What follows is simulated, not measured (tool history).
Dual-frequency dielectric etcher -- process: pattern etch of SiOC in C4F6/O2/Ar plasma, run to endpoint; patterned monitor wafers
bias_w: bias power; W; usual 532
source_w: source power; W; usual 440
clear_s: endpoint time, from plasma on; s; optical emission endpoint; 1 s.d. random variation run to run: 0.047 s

run     day  bias_w  source_w  wafers since the last listed run  hours since the last wet clean  hours since the last bias power generator calibration  hours since the last source power generator calibration  hours since the last upper electrode change  incoming incoming film thickness, nm  clear_s
  1       0     532       440                                 0                           226.6                                                  687.7                                                   1581.4                                         5213                                 35.24     12.7
  2   2.396     532       440                              1266                           284.1                                                  745.2                                                   1638.9                                       5270.5                                 35.63     12.7
  3   4.388     532       440                              1052                           331.9                                                    793                                                   1686.7                                       5318.3                                 35.78     12.8
  4   6.571     532       440                              1153                           384.3                                                  845.4                                                   1739.1                                       5370.7                                 35.89     12.6
  5   8.892     532       440                              1226                             440                                                  901.1                                                   1794.8                                       5426.4                                 35.38     12.5
  6   9.975     532       440                               572                             466                                                  927.1                                                   1820.8                                       5452.4                                 35.62     12.5
     11.104  -- wet clean of the chamber
  7  11.125     532       530                                79                             0.5                                                  954.7                                                   1848.4                                         5480                                 35.33     12.2
  8  12.783     532       480                               876                            40.3                                                  994.5                                                   1888.2                                       5519.8                                  35.9     12.9
     14.612  -- upper electrode replaced, of another model than before
  9  15.471     532       480                               891                           104.8                                                   1059                                                   1952.7                                         20.6                                 35.46     12.8
 10    16.9     532       440                               755                           139.1                                                 1093.3                                                     1987                                         54.9                                 35.61     12.9
 11    18.2     428       440                               687                           170.3                                                 1124.5                                                   2018.2                                         86.1                                  35.9     14.2
 12  20.754     428       440                              1349                           231.6                                                 1185.8                                                   2079.5                                        147.4                                 35.51     13.9
 13  23.046     428       440                              1211                           286.6                                                 1240.8                                                   2134.5                                        202.4                                 35.63     13.9
     30.617  -- wet clean of the chamber
 14  30.638     532       440                              3483                             0.5                                                   1423                                                   2316.7                                        384.6                                 35.42       13
 15  32.254     643       440                               854                            39.3                                                 1461.8                                                   2355.5                                        423.4                                 35.67     12.1
 16  33.658     532       380                               742                              73                                                 1495.5                                                   2389.2                                        457.1                                 35.75     13.4
 17  36.075     465       510                              1277                             131                                                 1553.5                                                   2447.2                                        515.1                                 35.61     13.1
 18  43.304     404       380                              3820                           304.5                                                   1727                                                   2620.7                                        688.6                                 35.51     14.5
     46.375  -- bias power generator calibrated
     52.596  -- wet clean of the chamber
 19  52.617     665       540                              4305                             0.5                                                  149.8                                                   2844.2                                        912.1                                 35.65     11.5
       52.8  -- source power generator calibrated
 20    54.1     474       410                               695                            36.1                                                  185.4                                                     31.2                                        947.7                                 35.38     13.8
 21  55.362     404       380                               667                            66.4                                                  215.7                                                     61.5                                          978                                 35.38     14.8
 22  57.592     570       400                              1178                           119.9                                                  269.2                                                      115                                       1031.5                                 35.64       13
 23  60.271     575       440                              1415                           184.2                                                  333.5                                                    179.3                                       1095.8                                 35.61     12.5
 24  61.654     611       520                               731                           217.4                                                  366.7                                                    212.5                                         1129                                 35.56     11.7
 25   63.65     593       400                              1054                           265.3                                                  414.6                                                    260.4                                       1176.9                                 35.69     12.5
 26  65.792     532       480                              1131                           316.7                                                    466                                                    311.8                                       1228.3                                 35.71     12.5
 27  68.108     654       480                              1224                           372.3                                                  521.6                                                    367.4                                       1283.9                                    36     11.6
 28  70.871     660       510                              1459                           438.6                                                  587.9                                                    433.7                                       1350.2                                 35.64     11.2
 29  72.446     417       480                               832                           476.4                                                  625.7                                                    471.5                                         1388                                 35.35     13.3
 30  73.458     588       440                               535                           500.7                                                    650                                                    495.8                                       1412.3                                 35.73       12
     75.088  -- wet clean of the chamber
 31  75.196     463       380                               389                             2.6                                                  691.7                                                    537.5                                         1454                                 35.95     14.4
 32  77.254     532       480                              1087                              52                                                  741.1                                                    586.9                                       1503.4                                  35.6     12.9
 33  79.983     606       360                              1442                           117.5                                                  806.6                                                    652.4                                       1568.9                                 35.42     12.8
 34  81.892     532       440                              1008                           163.3                                                  852.4                                                    698.2                                       1614.7                                 35.39     12.9
 35  83.129     465       510                               654                             193                                                  882.1                                                    727.9                                       1644.4                                  35.8     13.1
 36  85.808     648       440                              1415                           257.3                                                  946.4                                                    792.2                                       1708.7                                 35.47     11.9

Had the tool no unlogged condition, and each run kept its random variation, what would the results have been?
Hidden state at play: etch rate over this chamber's usual, %; bias power that arrives over what is set, %; source power that arrives over what is set, %.
run  clear_s
  1       13
  2     13.1
  3     13.2
  4     13.1
  5     13.1
  6     13.1
  7     12.1
  8     12.8
  9     12.9
 10     13.1
 11     14.3
 12     14.2
 13     14.3
 14     13.1
 15     12.2
 16     13.6
 17     13.3
 18     14.9
 19     11.6
 20     13.8
 21     14.9
 22     13.1
 23     12.7
 24       12
 25     12.9
 26     12.9
 27       12
 28     11.7
 29     13.9
 30     12.6
 31     14.4
 32     12.9
 33     12.9
 34       13
 35     13.3
 36     12.1
